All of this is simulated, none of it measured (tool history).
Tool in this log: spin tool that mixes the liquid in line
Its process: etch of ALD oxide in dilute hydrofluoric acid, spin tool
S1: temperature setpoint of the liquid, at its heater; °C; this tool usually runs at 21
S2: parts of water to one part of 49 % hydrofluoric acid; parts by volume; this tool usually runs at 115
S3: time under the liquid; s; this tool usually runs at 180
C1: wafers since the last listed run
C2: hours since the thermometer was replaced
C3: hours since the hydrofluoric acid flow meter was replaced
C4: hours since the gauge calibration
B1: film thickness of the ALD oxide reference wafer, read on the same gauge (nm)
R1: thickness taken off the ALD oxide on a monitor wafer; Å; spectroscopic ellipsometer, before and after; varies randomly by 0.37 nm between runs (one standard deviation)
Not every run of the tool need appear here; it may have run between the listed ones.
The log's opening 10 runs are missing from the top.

run 11 hour=554.8 | S1=21 S2=115 S3=180 | C1=195 C2=2148.2 C3=493.5 C4=838.2 | B1=100.03 | R1=404
run 12 hour=624.2 | S1=19 S2=75 S3=180 | C1=492 C2=2217.6 C3=562.9 C4=907.6 | B1=99.98 | R1=602.2
-- hour=625 gauge calibrated
run 13 hour=675.9 | S1=19 S2=75 S3=180 | C1=366 C2=2269.3 C3=614.6 C4=50.9 | B1=100.01 | R1=599.4
-- hour=689.8 hydrofluoric acid flow meter replaced
run 14 hour=712.7 | S1=21 S2=115 S3=180 | C1=254 C2=2306.1 C3=22.9 C4=87.7 | B1=99.97 | R1=403.6
run 15 hour=739.9 | S1=21 S2=115 S3=180 | C1=193 C2=2333.3 C3=50.1 C4=114.9 | B1=99.99 | R1=406.4
run 16 hour=809.7 | S1=21 S2=115 S3=180 | C1=495 C2=2403.1 C3=119.9 C4=184.7 | B1=100 | R1=411.7
run 17 hour=870.3 | S1=21 S2=115 S3=180 | C1=430 C2=2463.7 C3=180.5 C4=245.3 | B1=100 | R1=408.5
run 18 hour=912.7 | S1=17 S2=160 S3=265 | C1=300 C2=2506.1 C3=222.9 C4=287.7 | B1=100 | R1=352.8
run 19 hour=942.6 | S1=19.5 S2=115 S3=180 | C1=212 C2=2536 C3=252.8 C4=317.6 | B1=99.99 | R1=387.5
run 20 hour=989.9 | S1=19 S2=70 S3=100 | C1=335 C2=2583.3 C3=300.1 C4=364.9 | B1=100.01 | R1=358.8
run 21 hour=1014.3 | S1=22.5 S2=150 S3=140 | C1=173 C2=2607.7 C3=324.5 C4=389.3 | B1=100 | R1=246.2
run 22 hour=1044.5 | S1=25 S2=115 S3=180 | C1=214 C2=2637.9 C3=354.7 C4=419.5 | B1=99.99 | R1=476.7
run 23 hour=1086.1 | S1=21 S2=115 S3=180 | C1=295 C2=2679.5 C3=396.3 C4=461.1 | B1=100.01 | R1=410.9
run 24 hour=1124.5 | S1=25 S2=145 S3=80 | C1=272 C2=2717.9 C3=434.7 C4=499.5 | B1=100.01 | R1=161
run 25 hour=1175.8 | S1=21 S2=60 S3=180 | C1=364 C2=2769.2 C3=486 C4=550.8 | B1=99.99 | R1=841.8
run 26 hour=1222.2 | S1=17 S2=90 S3=230 | C1=329 C2=2815.6 C3=532.4 C4=597.2 | B1=100.03 | R1=583
-- hour=1238.6 thermometer replaced
run 27 hour=1261.5 | S1=17 S2=115 S3=180 | C1=271 C2=22.9 C3=571.7 C4=636.5 | B1=100.01 | R1=326.8
-- hour=1285 hydrofluoric acid flow meter replaced
run 28 hour=1387.1 | S1=21 S2=95 S3=180 | C1=884 C2=148.5 C3=102.1 C4=762.1 | B1=100.01 | R1=483.2
run 29 hour=1427.8 | S1=21 S2=165 S3=255 | C1=288 C2=189.2 C3=142.8 C4=802.8 | B1=99.98 | R1=367.6
-- hour=1429.7 gauge calibrated
run 30 hour=1475.2 | S1=19 S2=75 S3=180 | C1=336 C2=236.6 C3=190.2 C4=45.5 | B1=99.99 | R1=579.8
run 31 hour=1525.6 | S1=21 S2=140 S3=180 | C1=357 C2=287 C3=240.6 C4=95.9 | B1=100.01 | R1=311.6
run 32 hour=1582.1 | S1=21 S2=115 S3=180 | C1=400 C2=343.5 C3=297.1 C4=152.4 | B1=99.99 | R1=395.1
run 33 hour=1641.9 | S1=18.5 S2=170 S3=275 | C1=424 C2=403.3 C3=356.9 C4=212.2 | B1=100 | R1=351
run 34 hour=1677.7 | S1=21 S2=175 S3=140 | C1=254 C2=439.1 C3=392.7 C4=248 | B1=99.99 | R1=188.5

Branching from run 34: 4 alternative next runs. What would each branch give?
run A hour=1678.2 | S1=22.5 S2=115 S3=180 | C1=3 C2=439.6 C3=393.2 C4=248.5 | B1=? | R1=?
run B hour=1678.2 | S1=25 S2=150 S3=115 | C1=3 C2=439.6 C3=393.2 C4=248.5 | B1=? | R1=?
run C hour=1678.2 | S1=21 S2=175 S3=130 | C1=3 C2=439.6 C3=393.2 C4=248.5 | B1=? | R1=?
run D hour=1678.2 | S1=25.5 S2=95 S3=220 | C1=3 C2=439.6 C3=393.2 C4=248.5 | B1=? | R1=?

run=A B1=100.01 R1=419.1
run=B B1=100.01 R1=216.9
run=C B1=100.01 R1=175.5
run=D B1=100.01 R1=715.1
Without the tool's unlogged condition, the same runs would have read:
run=A R1=407.7
run=B R1=211.2
run=C R1=170.8
run=D R1=695.8
